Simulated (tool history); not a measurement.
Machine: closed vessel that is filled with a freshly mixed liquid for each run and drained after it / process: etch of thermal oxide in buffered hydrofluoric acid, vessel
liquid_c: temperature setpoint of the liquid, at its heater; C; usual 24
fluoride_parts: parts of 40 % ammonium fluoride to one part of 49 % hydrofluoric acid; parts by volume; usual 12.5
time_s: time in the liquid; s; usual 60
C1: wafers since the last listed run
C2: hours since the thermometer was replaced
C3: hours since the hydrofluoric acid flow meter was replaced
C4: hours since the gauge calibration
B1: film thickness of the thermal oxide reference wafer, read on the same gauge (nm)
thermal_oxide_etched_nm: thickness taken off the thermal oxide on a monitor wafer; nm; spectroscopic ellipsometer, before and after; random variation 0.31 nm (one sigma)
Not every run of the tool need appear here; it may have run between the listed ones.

{"run": 1, "hour": 0.0, "liquid_c": 24, "fluoride_parts": 12.5, "time_s": 60, "C1": 0, "C2": 289.5, "C3": 1804.6, "C4": 17, "B1": 109.97, "thermal_oxide_etched_nm": 59.38}
{"run": 2, "hour": 34.6, "liquid_c": 25.5, "fluoride_parts": 12.5, "time_s": 45, "C1": 2220, "C2": 324.1, "C3": 1839.2, "C4": 51.6, "B1": 110, "thermal_oxide_etched_nm": 48.12}
{"run": 3, "hour": 47.0, "liquid_c": 24, "fluoride_parts": 12.5, "time_s": 60, "C1": 795, "C2": 336.5, "C3": 1851.6, "C4": 64, "B1": 110.01, "thermal_oxide_etched_nm": 58.99}
{"run": 4, "hour": 80.2, "liquid_c": 24, "fluoride_parts": 12.5, "time_s": 60, "C1": 2130, "C2": 369.7, "C3": 1884.8, "C4": 97.2, "B1": 109.99, "thermal_oxide_etched_nm": 59.39}
{"run": 5, "hour": 100.0, "liquid_c": 24, "fluoride_parts": 12.5, "time_s": 60, "C1": 1270, "C2": 389.5, "C3": 1904.6, "C4": 117, "B1": 110, "thermal_oxide_etched_nm": 59.2}
{"run": 6, "hour": 125.8, "liquid_c": 24, "fluoride_parts": 12.5, "time_s": 60, "C1": 1655, "C2": 415.3, "C3": 1930.4, "C4": 142.8, "B1": 109.98, "thermal_oxide_etched_nm": 58.57}
{"run": 7, "hour": 154.6, "liquid_c": 24, "fluoride_parts": 12.5, "time_s": 60, "C1": 1848, "C2": 444.1, "C3": 1959.2, "C4": 171.6, "B1": 109.99, "thermal_oxide_etched_nm": 58.61}
{"run": 8, "hour": 173.4, "liquid_c": 24, "fluoride_parts": 12.5, "time_s": 75, "C1": 1206, "C2": 462.9, "C3": 1978, "C4": 190.4, "B1": 110, "thermal_oxide_etched_nm": 73.74}
{"run": 9, "hour": 205.5, "liquid_c": 24, "fluoride_parts": 12.5, "time_s": 45, "C1": 2059, "C2": 495, "C3": 2010.1, "C4": 222.5, "B1": 110, "thermal_oxide_etched_nm": 44.23}
{"run": 10, "hour": 234.2, "liquid_c": 24, "fluoride_parts": 12.5, "time_s": 45, "C1": 1841, "C2": 523.7, "C3": 2038.8, "C4": 251.2, "B1": 109.99, "thermal_oxide_etched_nm": 43.77}
{"run": 11, "hour": 261.7, "liquid_c": 24, "fluoride_parts": 9.5, "time_s": 70, "C1": 1764, "C2": 551.2, "C3": 2066.3, "C4": 278.7, "B1": 110, "thermal_oxide_etched_nm": 86.36}
{"run": 12, "hour": 275.2, "liquid_c": 24, "fluoride_parts": 9.5, "time_s": 70, "C1": 866, "C2": 564.7, "C3": 2079.8, "C4": 292.2, "B1": 110, "thermal_oxide_etched_nm": 86.22}
{"run": 13, "hour": 299.0, "liquid_c": 24, "fluoride_parts": 9.5, "time_s": 70, "C1": 1527, "C2": 588.5, "C3": 2103.6, "C4": 316, "B1": 110.01, "thermal_oxide_etched_nm": 86.74}
{"run": 14, "hour": 315.9, "liquid_c": 24, "fluoride_parts": 12.5, "time_s": 60, "C1": 1084, "C2": 605.4, "C3": 2120.5, "C4": 332.9, "B1": 110, "thermal_oxide_etched_nm": 58.61}
{"run": 15, "hour": 338.1, "liquid_c": 24, "fluoride_parts": 12.5, "time_s": 60, "C1": 1424, "C2": 627.6, "C3": 2142.7, "C4": 355.1, "B1": 109.97, "thermal_oxide_etched_nm": 58.14}
{"run": 16, "hour": 355.8, "liquid_c": 28.5, "fluoride_parts": 12.5, "time_s": 30, "C1": 1135, "C2": 645.3, "C3": 2160.4, "C4": 372.8, "B1": 109.99, "thermal_oxide_etched_nm": 37.33}
{"run": 17, "hour": 388.2, "liquid_c": 24, "fluoride_parts": 12.5, "time_s": 60, "C1": 2079, "C2": 677.7, "C3": 2192.8, "C4": 405.2, "B1": 109.98, "thermal_oxide_etched_nm": 57.97}
{"run": 18, "hour": 419.6, "liquid_c": 28.5, "fluoride_parts": 12.5, "time_s": 60, "C1": 2015, "C2": 709.1, "C3": 2224.2, "C4": 436.6, "B1": 110, "thermal_oxide_etched_nm": 74.15}
{"run": 19, "hour": 441.4, "liquid_c": 24, "fluoride_parts": 16, "time_s": 45, "C1": 1399, "C2": 730.9, "C3": 2246, "C4": 458.4, "B1": 109.98, "thermal_oxide_etched_nm": 34.15}
{"run": 20, "hour": 468.9, "liquid_c": 24, "fluoride_parts": 12.5, "time_s": 60, "C1": 1764, "C2": 758.4, "C3": 2273.5, "C4": 485.9, "B1": 110.01, "thermal_oxide_etched_nm": 57.66}
{"run": 21, "hour": 488.1, "liquid_c": 24, "fluoride_parts": 12.5, "time_s": 60, "C1": 1232, "C2": 777.6, "C3": 2292.7, "C4": 505.1, "B1": 110.01, "thermal_oxide_etched_nm": 57.64}
{"hour": 507.8, "done": "thermometer replaced"}
{"hour": 585.4, "done": "hydrofluoric acid flow meter replaced"}
{"run": 22, "hour": 591.9, "liquid_c": 20.5, "fluoride_parts": 16, "time_s": 50, "C1": 6532, "C2": 84.1, "C3": 6.5, "C4": 608.9, "B1": 110.01, "thermal_oxide_etched_nm": 29.22}
{"run": 23, "hour": 623.9, "liquid_c": 24, "fluoride_parts": 17.5, "time_s": 60, "C1": 2053, "C2": 116.1, "C3": 38.5, "C4": 640.9, "B1": 109.98, "thermal_oxide_etched_nm": 38.78}
{"hour": 626.8, "done": "gauge calibrated"}
{"run": 24, "hour": 665.1, "liquid_c": 24, "fluoride_parts": 15, "time_s": 85, "C1": 2643, "C2": 157.3, "C3": 79.7, "C4": 38.3, "B1": 110.01, "thermal_oxide_etched_nm": 63.24}
{"run": 25, "hour": 687.3, "liquid_c": 24, "fluoride_parts": 8, "time_s": 60, "C1": 1424, "C2": 179.5, "C3": 101.9, "C4": 60.5, "B1": 110.02, "thermal_oxide_etched_nm": 80.74}
{"run": 26, "hour": 710.7, "liquid_c": 24, "fluoride_parts": 17, "time_s": 40, "C1": 1501, "C2": 202.9, "C3": 125.3, "C4": 83.9, "B1": 110.01, "thermal_oxide_etched_nm": 26.61}
{"run": 27, "hour": 723.3, "liquid_c": 26.5, "fluoride_parts": 12.5, "time_s": 60, "C1": 808, "C2": 215.5, "C3": 137.9, "C4": 96.5, "B1": 109.99, "thermal_oxide_etched_nm": 61.45}
{"run": 28, "hour": 757.0, "liquid_c": 20.5, "fluoride_parts": 12.5, "time_s": 60, "C1": 2162, "C2": 249.2, "C3": 171.6, "C4": 130.2, "B1": 109.98, "thermal_oxide_etched_nm": 43.88}
{"run": 29, "hour": 786.7, "liquid_c": 21, "fluoride_parts": 12.5, "time_s": 60, "C1": 1905, "C2": 278.9, "C3": 201.3, "C4": 159.9, "B1": 109.99, "thermal_oxide_etched_nm": 45.55}
{"run": 30, "hour": 815.7, "liquid_c": 24, "fluoride_parts": 10.5, "time_s": 70, "C1": 1861, "C2": 307.9, "C3": 230.3, "C4": 188.9, "B1": 110, "thermal_oxide_etched_nm": 74.55}
{"run": 31, "hour": 842.1, "liquid_c": 24, "fluoride_parts": 12.5, "time_s": 60, "C1": 1694, "C2": 334.3, "C3": 256.7, "C4": 215.3, "B1": 109.98, "thermal_oxide_etched_nm": 53.89}

Branching from run 31: 5 alternative next runs. What would each branch give?
{"run": "A", "hour": 842.8, "liquid_c": 24, "fluoride_parts": 12.5, "time_s": 40, "C1": 44, "C2": 335, "C3": 257.4, "C4": 216, "B1": "?", "thermal_oxide_etched_nm": "?"}
{"run": "B", "hour": 842.8, "liquid_c": 21.5, "fluoride_parts": 12.5, "time_s": 60, "C1": 44, "C2": 335, "C3": 257.4, "C4": 216, "B1": "?", "thermal_oxide_etched_nm": "?"}
{"run": "C", "hour": 842.8, "liquid_c": 21, "fluoride_parts": 16, "time_s": 30, "C1": 44, "C2": 335, "C3": 257.4, "C4": 216, "B1": "?", "thermal_oxide_etched_nm": "?"}
{"run": "D", "hour": 842.8, "liquid_c": 19.5, "fluoride_parts": 12.5, "time_s": 60, "C1": 44, "C2": 335, "C3": 257.4, "C4": 216, "B1": "?", "thermal_oxide_etched_nm": "?"}
{"run": "E", "hour": 842.8, "liquid_c": 20, "fluoride_parts": 8, "time_s": 50, "C1": 44, "C2": 335, "C3": 257.4, "C4": 216, "B1": "?", "thermal_oxide_etched_nm": "?"}

run=A B1=109.99 thermal_oxide_etched_nm=35.38
run=B B1=109.99 thermal_oxide_etched_nm=46.21
run=C B1=109.99 thermal_oxide_etched_nm=17.63
run=D B1=109.99 thermal_oxide_etched_nm=41.3
run=E B1=109.99 thermal_oxide_etched_nm=53.53
With the hidden condition removed and each run's random variation left untouched, the same runs would have given:
run=A thermal_oxide_etched_nm=36.81
run=B thermal_oxide_etched_nm=48.12
run=C thermal_oxide_etched_nm=18.36
run=D thermal_oxide_etched_nm=43.04
run=E thermal_oxide_etched_nm=55.69
